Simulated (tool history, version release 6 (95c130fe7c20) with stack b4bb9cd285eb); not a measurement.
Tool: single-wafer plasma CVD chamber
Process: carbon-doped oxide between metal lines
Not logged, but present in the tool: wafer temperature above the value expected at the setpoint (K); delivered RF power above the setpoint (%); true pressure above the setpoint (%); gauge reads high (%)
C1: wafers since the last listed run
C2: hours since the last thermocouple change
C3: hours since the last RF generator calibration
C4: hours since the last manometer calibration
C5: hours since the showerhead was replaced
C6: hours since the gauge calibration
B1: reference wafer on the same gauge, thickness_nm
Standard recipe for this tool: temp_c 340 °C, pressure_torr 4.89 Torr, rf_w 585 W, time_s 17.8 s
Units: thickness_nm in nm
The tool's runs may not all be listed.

{"run": 1, "day": 0.0, "temp_c": 340, "pressure_torr": 4.89, "rf_w": 585, "time_s": 15.1, "C1": 0, "C2": 2255.4, "C3": 834.7, "C4": 1114.7, "C5": 6674.2, "C6": 846.1, "B1": 86.939, "thickness_nm": 93.239}
{"run": 2, "day": 0.862, "temp_c": 340, "pressure_torr": 4.89, "rf_w": 585, "time_s": 15.1, "C1": 468, "C2": 2276.1, "C3": 855.4, "C4": 1135.4, "C5": 6694.9, "C6": 866.8, "B1": 86.911, "thickness_nm": 92.453}
{"day": 2.258, "done": "capacitance manometer re-zeroed and calibrated"}
{"run": 3, "day": 2.279, "temp_c": 340, "pressure_torr": 4.89, "rf_w": 585, "time_s": 17.8, "C1": 588, "C2": 2310.1, "C3": 889.4, "C4": 0.5, "C5": 6728.9, "C6": 900.8, "B1": 86.853, "thickness_nm": 107.881}
{"day": 2.788, "done": "thermocouple changed; heater temperature recalibrated"}
{"run": 4, "day": 3.204, "temp_c": 340, "pressure_torr": 4.16, "rf_w": 585, "time_s": 17.8, "C1": 321, "C2": 10.0, "C3": 911.6, "C4": 22.7, "C5": 6751.1, "C6": 923.0, "B1": 87.145, "thickness_nm": 105.096}
{"run": 5, "day": 4.646, "temp_c": 340, "pressure_torr": 4.16, "rf_w": 585, "time_s": 17.8, "C1": 783, "C2": 44.6, "C3": 946.2, "C4": 57.3, "C5": 6785.7, "C6": 957.6, "B1": 87.002, "thickness_nm": 104.133}
{"run": 6, "day": 6.133, "temp_c": 340, "pressure_torr": 4.89, "rf_w": 585, "time_s": 20.1, "C1": 808, "C2": 80.3, "C3": 981.9, "C4": 93.0, "C5": 6821.4, "C6": 993.3, "B1": 87.033, "thickness_nm": 122.833}
{"day": 8.338, "done": "RF generator calibrated"}
{"day": 8.429, "done": "showerhead replaced"}
{"run": 7, "day": 9.196, "temp_c": 340, "pressure_torr": 4.89, "rf_w": 585, "time_s": 20.1, "C1": 1433, "C2": 153.8, "C3": 20.6, "C4": 166.5, "C5": 18.4, "C6": 1066.8, "B1": 87.094, "thickness_nm": 122.592}
{"run": 8, "day": 10.054, "temp_c": 340, "pressure_torr": 4.89, "rf_w": 585, "time_s": 17.8, "C1": 466, "C2": 174.4, "C3": 41.2, "C4": 187.1, "C5": 39.0, "C6": 1087.4, "B1": 86.86, "thickness_nm": 109.871}
{"run": 9, "day": 11.383, "temp_c": 333, "pressure_torr": 5.64, "rf_w": 495, "time_s": 15.9, "C1": 722, "C2": 206.3, "C3": 73.1, "C4": 219.0, "C5": 70.9, "C6": 1119.3, "B1": 87.08, "thickness_nm": 92.71}
{"run": 10, "day": 13.304, "temp_c": 340, "pressure_torr": 4.89, "rf_w": 505, "time_s": 17.8, "C1": 1043, "C2": 252.4, "C3": 119.2, "C4": 265.1, "C5": 117.0, "C6": 1165.4, "B1": 86.958, "thickness_nm": 100.109}
{"run": 11, "day": 15.404, "temp_c": 345, "pressure_torr": 5.61, "rf_w": 585, "time_s": 17.8, "C1": 1141, "C2": 302.8, "C3": 169.6, "C4": 315.5, "C5": 167.4, "C6": 1215.8, "B1": 87.077, "thickness_nm": 110.131}
{"run": 12, "day": 16.0, "temp_c": 340, "pressure_torr": 4.89, "rf_w": 585, "time_s": 17.8, "C1": 323, "C2": 317.1, "C3": 183.9, "C4": 329.8, "C5": 181.7, "C6": 1230.1, "B1": 87.132, "thickness_nm": 109.088}
{"run": 13, "day": 17.054, "temp_c": 340, "pressure_torr": 4.89, "rf_w": 585, "time_s": 19.5, "C1": 572, "C2": 342.4, "C3": 209.2, "C4": 355.1, "C5": 207.0, "C6": 1255.4, "B1": 86.937, "thickness_nm": 117.78}
{"run": 14, "day": 17.979, "temp_c": 333, "pressure_torr": 5.76, "rf_w": 615, "time_s": 16.1, "C1": 502, "C2": 364.6, "C3": 231.4, "C4": 377.3, "C5": 229.2, "C6": 1277.6, "B1": 86.986, "thickness_nm": 106.611}
{"run": 15, "day": 18.967, "temp_c": 345, "pressure_torr": 4.89, "rf_w": 670, "time_s": 17.8, "C1": 536, "C2": 388.3, "C3": 255.1, "C4": 401.0, "C5": 252.9, "C6": 1301.3, "B1": 87.01, "thickness_nm": 114.836}
{"day": 19.65, "done": "gauge calibrated"}
{"run": 16, "day": 19.758, "temp_c": 340, "pressure_torr": 3.7, "rf_w": 585, "time_s": 17.8, "C1": 430, "C2": 407.3, "C3": 274.1, "C4": 420.0, "C5": 271.9, "C6": 2.6, "B1": 86.935, "thickness_nm": 103.666}
{"run": 17, "day": 21.196, "temp_c": 340, "pressure_torr": 4.89, "rf_w": 585, "time_s": 17.8, "C1": 781, "C2": 441.8, "C3": 308.6, "C4": 454.5, "C5": 306.4, "C6": 37.1, "B1": 86.922, "thickness_nm": 108.846}
{"run": 18, "day": 21.996, "temp_c": 340, "pressure_torr": 4.89, "rf_w": 520, "time_s": 17.8, "C1": 434, "C2": 461.0, "C3": 327.8, "C4": 473.7, "C5": 325.6, "C6": 56.3, "B1": 87.011, "thickness_nm": 102.149}
{"run": 19, "day": 23.079, "temp_c": 340, "pressure_torr": 4.27, "rf_w": 585, "time_s": 17.8, "C1": 588, "C2": 487.0, "C3": 353.8, "C4": 499.7, "C5": 351.6, "C6": 82.3, "B1": 86.926, "thickness_nm": 105.108}
{"run": 20, "day": 24.158, "temp_c": 340, "pressure_torr": 6.1, "rf_w": 585, "time_s": 17.8, "C1": 586, "C2": 512.9, "C3": 379.7, "C4": 525.6, "C5": 377.5, "C6": 108.2, "B1": 87.063, "thickness_nm": 112.409}
{"run": 21, "day": 25.604, "temp_c": 340, "pressure_torr": 4.89, "rf_w": 585, "time_s": 17.8, "C1": 785, "C2": 547.6, "C3": 414.4, "C4": 560.3, "C5": 412.2, "C6": 142.9, "B1": 86.886, "thickness_nm": 109.496}
{"run": 22, "day": 26.408, "temp_c": 351, "pressure_torr": 5.37, "rf_w": 475, "time_s": 20.8, "C1": 437, "C2": 566.9, "C3": 433.7, "C4": 579.6, "C5": 431.5, "C6": 162.2, "B1": 86.89, "thickness_nm": 111.761}
{"run": 23, "day": 27.183, "temp_c": 340, "pressure_torr": 4.89, "rf_w": 500, "time_s": 17.8, "C1": 421, "C2": 585.5, "C3": 452.3, "C4": 598.2, "C5": 450.1, "C6": 180.8, "B1": 87.243, "thickness_nm": 99.508}
{"run": 24, "day": 28.562, "temp_c": 334, "pressure_torr": 5.75, "rf_w": 635, "time_s": 17.8, "C1": 749, "C2": 618.6, "C3": 485.4, "C4": 631.3, "C5": 483.2, "C6": 213.9, "B1": 86.966, "thickness_nm": 118.722}
{"run": 25, "day": 29.938, "temp_c": 335, "pressure_torr": 4.89, "rf_w": 585, "time_s": 16.6, "C1": 747, "C2": 651.6, "C3": 518.4, "C4": 664.3, "C5": 516.2, "C6": 246.9, "B1": 86.895, "thickness_nm": 102.247}
{"run": 26, "day": 30.808, "temp_c": 333, "pressure_torr": 5.64, "rf_w": 495, "time_s": 15.9, "C1": 473, "C2": 672.5, "C3": 539.3, "C4": 685.2, "C5": 537.1, "C6": 267.8, "B1": 87.05, "thickness_nm": 93.401}
{"run": 27, "day": 31.929, "temp_c": 340, "pressure_torr": 4.89, "rf_w": 675, "time_s": 17.8, "C1": 609, "C2": 699.4, "C3": 566.2, "C4": 712.1, "C5": 564.0, "C6": 294.7, "B1": 87.062, "thickness_nm": 117.264}
{"run": 28, "day": 33.0, "temp_c": 335, "pressure_torr": 4.89, "rf_w": 525, "time_s": 15.4, "C1": 581, "C2": 725.1, "C3": 591.9, "C4": 737.8, "C5": 589.7, "C6": 320.4, "B1": 87.243, "thickness_nm": 90.971}

List, for all runs, the conditions of the tool that the log does not record:
wafer temperature above the value expected at the setpoint (K): 0 in every run
delivered RF power above the setpoint (%): 0 in every run
true pressure above the setpoint (%): 0 in every run
gauge reads high (%): 0 in every run
